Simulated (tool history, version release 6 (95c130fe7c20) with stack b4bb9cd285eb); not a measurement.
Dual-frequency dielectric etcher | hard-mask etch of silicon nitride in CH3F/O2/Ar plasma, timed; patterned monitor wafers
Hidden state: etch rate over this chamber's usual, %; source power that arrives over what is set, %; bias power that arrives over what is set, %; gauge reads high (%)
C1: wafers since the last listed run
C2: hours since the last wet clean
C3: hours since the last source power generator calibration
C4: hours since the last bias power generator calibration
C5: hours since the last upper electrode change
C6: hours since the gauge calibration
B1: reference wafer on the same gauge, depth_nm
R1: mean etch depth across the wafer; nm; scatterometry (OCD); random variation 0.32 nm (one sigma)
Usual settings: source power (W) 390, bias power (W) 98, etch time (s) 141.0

{"run": 1, "hour": 0.0, "source power (W)": 390, "bias power (W)": 98, "etch time (s)": 141.0, "C1": 0, "C2": 667.9, "C3": 1023.3, "C4": 3784.5, "C5": 3242.0, "C6": 571.4, "B1": 125.0, "R1": 110.9}
{"hour": 51.2, "done": "wet clean of the chamber"}
{"run": 2, "hour": 51.7, "source power (W)": 460, "bias power (W)": 98, "etch time (s)": 125.0, "C1": 135, "C2": 0.5, "C3": 1075.0, "C4": 3836.2, "C5": 3293.7, "C6": 623.1, "B1": 125.0, "R1": 106.5}
{"run": 3, "hour": 68.5, "source power (W)": 390, "bias power (W)": 98, "etch time (s)": 141.0, "C1": 82, "C2": 17.3, "C3": 1091.8, "C4": 3853.0, "C5": 3310.5, "C6": 639.9, "B1": 125.0, "R1": 111.1}
{"run": 4, "hour": 102.2, "source power (W)": 390, "bias power (W)": 109, "etch time (s)": 141.0, "C1": 164, "C2": 51.0, "C3": 1125.5, "C4": 3886.7, "C5": 3344.2, "C6": 673.6, "B1": 125.0, "R1": 113.9}
{"hour": 137.2, "done": "bias power generator calibrated"}
{"hour": 146.1, "done": "upper electrode replaced"}
{"run": 5, "hour": 146.6, "source power (W)": 390, "bias power (W)": 109, "etch time (s)": 141.0, "C1": 154, "C2": 95.4, "C3": 1169.9, "C4": 9.4, "C5": 0.5, "C6": 718.0, "B1": 124.9, "R1": 113.4}
{"run": 6, "hour": 146.9, "source power (W)": 390, "bias power (W)": 109, "etch time (s)": 141.0, "C1": 1, "C2": 95.7, "C3": 1170.2, "C4": 9.7, "C5": 0.8, "C6": 718.3, "B1": 125.1, "R1": 113.9}
{"run": 7, "hour": 162.8, "source power (W)": 390, "bias power (W)": 98, "etch time (s)": 132.0, "C1": 77, "C2": 111.6, "C3": 1186.1, "C4": 25.6, "C5": 16.7, "C6": 734.2, "B1": 125.0, "R1": 104.4}
{"run": 8, "hour": 197.5, "source power (W)": 360, "bias power (W)": 88, "etch time (s)": 141.0, "C1": 169, "C2": 146.3, "C3": 1220.8, "C4": 60.3, "C5": 51.4, "C6": 768.9, "B1": 125.0, "R1": 104.6}
{"run": 9, "hour": 225.7, "source power (W)": 360, "bias power (W)": 88, "etch time (s)": 141.0, "C1": 138, "C2": 174.5, "C3": 1249.0, "C4": 88.5, "C5": 79.6, "C6": 797.1, "B1": 124.9, "R1": 104.5}
{"run": 10, "hour": 248.2, "source power (W)": 390, "bias power (W)": 98, "etch time (s)": 141.0, "C1": 110, "C2": 197.0, "C3": 1271.5, "C4": 111.0, "C5": 102.1, "C6": 819.6, "B1": 125.0, "R1": 110.7}
{"run": 11, "hour": 276.6, "source power (W)": 390, "bias power (W)": 98, "etch time (s)": 141.0, "C1": 138, "C2": 225.4, "C3": 1299.9, "C4": 139.4, "C5": 130.5, "C6": 848.0, "B1": 125.1, "R1": 110.8}
{"run": 12, "hour": 301.3, "source power (W)": 390, "bias power (W)": 112, "etch time (s)": 109.0, "C1": 120, "C2": 250.1, "C3": 1324.6, "C4": 164.1, "C5": 155.2, "C6": 872.7, "B1": 125.1, "R1": 88.4}
{"run": 13, "hour": 315.0, "source power (W)": 460, "bias power (W)": 85, "etch time (s)": 141.0, "C1": 67, "C2": 263.8, "C3": 1338.3, "C4": 177.8, "C5": 168.9, "C6": 886.4, "B1": 125.1, "R1": 115.1}
{"run": 14, "hour": 340.6, "source power (W)": 450, "bias power (W)": 80, "etch time (s)": 153.0, "C1": 125, "C2": 289.4, "C3": 1363.9, "C4": 203.4, "C5": 194.5, "C6": 912.0, "B1": 125.0, "R1": 122.4}
{"run": 15, "hour": 368.1, "source power (W)": 390, "bias power (W)": 98, "etch time (s)": 141.0, "C1": 134, "C2": 316.9, "C3": 1391.4, "C4": 230.9, "C5": 222.0, "C6": 939.5, "B1": 124.9, "R1": 111.1}
{"run": 16, "hour": 391.8, "source power (W)": 390, "bias power (W)": 98, "etch time (s)": 141.0, "C1": 115, "C2": 340.6, "C3": 1415.1, "C4": 254.6, "C5": 245.7, "C6": 963.2, "B1": 124.9, "R1": 110.2}
{"run": 17, "hour": 420.8, "source power (W)": 390, "bias power (W)": 98, "etch time (s)": 141.0, "C1": 141, "C2": 369.6, "C3": 1444.1, "C4": 283.6, "C5": 274.7, "C6": 992.2, "B1": 125.0, "R1": 110.6}
{"run": 18, "hour": 489.4, "source power (W)": 390, "bias power (W)": 98, "etch time (s)": 141.0, "C1": 335, "C2": 438.2, "C3": 1512.7, "C4": 352.2, "C5": 343.3, "C6": 1060.8, "B1": 125.0, "R1": 110.9}
{"run": 19, "hour": 517.6, "source power (W)": 470, "bias power (W)": 98, "etch time (s)": 183.0, "C1": 138, "C2": 466.4, "C3": 1540.9, "C4": 380.4, "C5": 371.5, "C6": 1089.0, "B1": 125.0, "R1": 155.2}
{"run": 20, "hour": 552.7, "source power (W)": 390, "bias power (W)": 98, "etch time (s)": 141.0, "C1": 171, "C2": 501.5, "C3": 1576.0, "C4": 415.5, "C5": 406.6, "C6": 1124.1, "B1": 125.0, "R1": 109.8}
{"run": 21, "hour": 569.1, "source power (W)": 310, "bias power (W)": 98, "etch time (s)": 141.0, "C1": 80, "C2": 517.9, "C3": 1592.4, "C4": 431.9, "C5": 423.0, "C6": 1140.5, "B1": 125.0, "R1": 99.9}
{"hour": 581.6, "done": "gauge calibrated"}
{"hour": 600.0, "done": "source power generator calibrated"}
{"hour": 625.0, "done": "wet clean of the chamber"}
{"run": 22, "hour": 625.5, "source power (W)": 360, "bias power (W)": 98, "etch time (s)": 159.0, "C1": 138, "C2": 0.5, "C3": 25.5, "C4": 488.3, "C5": 479.4, "C6": 43.9, "B1": 124.9, "R1": 122.7}
{"run": 23, "hour": 633.4, "source power (W)": 330, "bias power (W)": 90, "etch time (s)": 117.0, "C1": 38, "C2": 8.4, "C3": 33.4, "C4": 496.2, "C5": 487.3, "C6": 51.8, "B1": 125.0, "R1": 85.0}
{"run": 24, "hour": 658.1, "source power (W)": 390, "bias power (W)": 98, "etch time (s)": 180.0, "C1": 120, "C2": 33.1, "C3": 58.1, "C4": 520.9, "C5": 512.0, "C6": 76.5, "B1": 124.9, "R1": 143.9}
{"run": 25, "hour": 729.3, "source power (W)": 390, "bias power (W)": 81, "etch time (s)": 164.0, "C1": 348, "C2": 104.3, "C3": 129.3, "C4": 592.1, "C5": 583.2, "C6": 147.7, "B1": 125.1, "R1": 125.5}
{"run": 26, "hour": 761.4, "source power (W)": 310, "bias power (W)": 112, "etch time (s)": 141.0, "C1": 157, "C2": 136.4, "C3": 161.4, "C4": 624.2, "C5": 615.3, "C6": 179.8, "B1": 125.1, "R1": 105.2}
{"run": 27, "hour": 787.7, "source power (W)": 310, "bias power (W)": 98, "etch time (s)": 157.0, "C1": 128, "C2": 162.7, "C3": 187.7, "C4": 650.5, "C5": 641.6, "C6": 206.1, "B1": 125.0, "R1": 113.1}
{"run": 28, "hour": 809.2, "source power (W)": 390, "bias power (W)": 110, "etch time (s)": 101.0, "C1": 105, "C2": 184.2, "C3": 209.2, "C4": 672.0, "C5": 663.1, "C6": 227.6, "B1": 125.0, "R1": 82.8}
{"run": 29, "hour": 832.5, "source power (W)": 300, "bias power (W)": 79, "etch time (s)": 141.0, "C1": 114, "C2": 207.5, "C3": 232.5, "C4": 695.3, "C5": 686.4, "C6": 250.9, "B1": 125.0, "R1": 95.0}
{"run": 30, "hour": 864.9, "source power (W)": 460, "bias power (W)": 98, "etch time (s)": 108.0, "C1": 158, "C2": 239.9, "C3": 264.9, "C4": 727.7, "C5": 718.8, "C6": 283.3, "B1": 125.0, "R1": 92.3}

Hidden state or all else? Some run-to-run changes of R1, split into what the settings, what came in and random variation would give without the hidden state, and what is left for the hidden state (with any gauge scatter that isn't in both results):
Run 18 -> 19: source power (W) 390 -> 470, etch time (s) 141.0 -> 183.0. R1 +44.3 nm: hidden state -1.1, all else +45.4.
Run 19 -> 20: source power (W) 470 -> 390, etch time (s) 183.0 -> 141.0. R1 -45.4 nm: hidden state +1.0, all else -46.4.
Run 21 -> 22: source power (W) 310 -> 360, etch time (s) 141.0 -> 159.0, gauge calibrated, source power generator calibrated, wet clean of the chamber. R1 +22.8 nm: hidden state +2.5, all else +20.3.
Run 23 -> 24: source power (W) 330 -> 390, bias power (W) 90 -> 98, etch time (s) 117.0 -> 180.0. R1 +58.9 nm: hidden state +0.0, all else +58.9.

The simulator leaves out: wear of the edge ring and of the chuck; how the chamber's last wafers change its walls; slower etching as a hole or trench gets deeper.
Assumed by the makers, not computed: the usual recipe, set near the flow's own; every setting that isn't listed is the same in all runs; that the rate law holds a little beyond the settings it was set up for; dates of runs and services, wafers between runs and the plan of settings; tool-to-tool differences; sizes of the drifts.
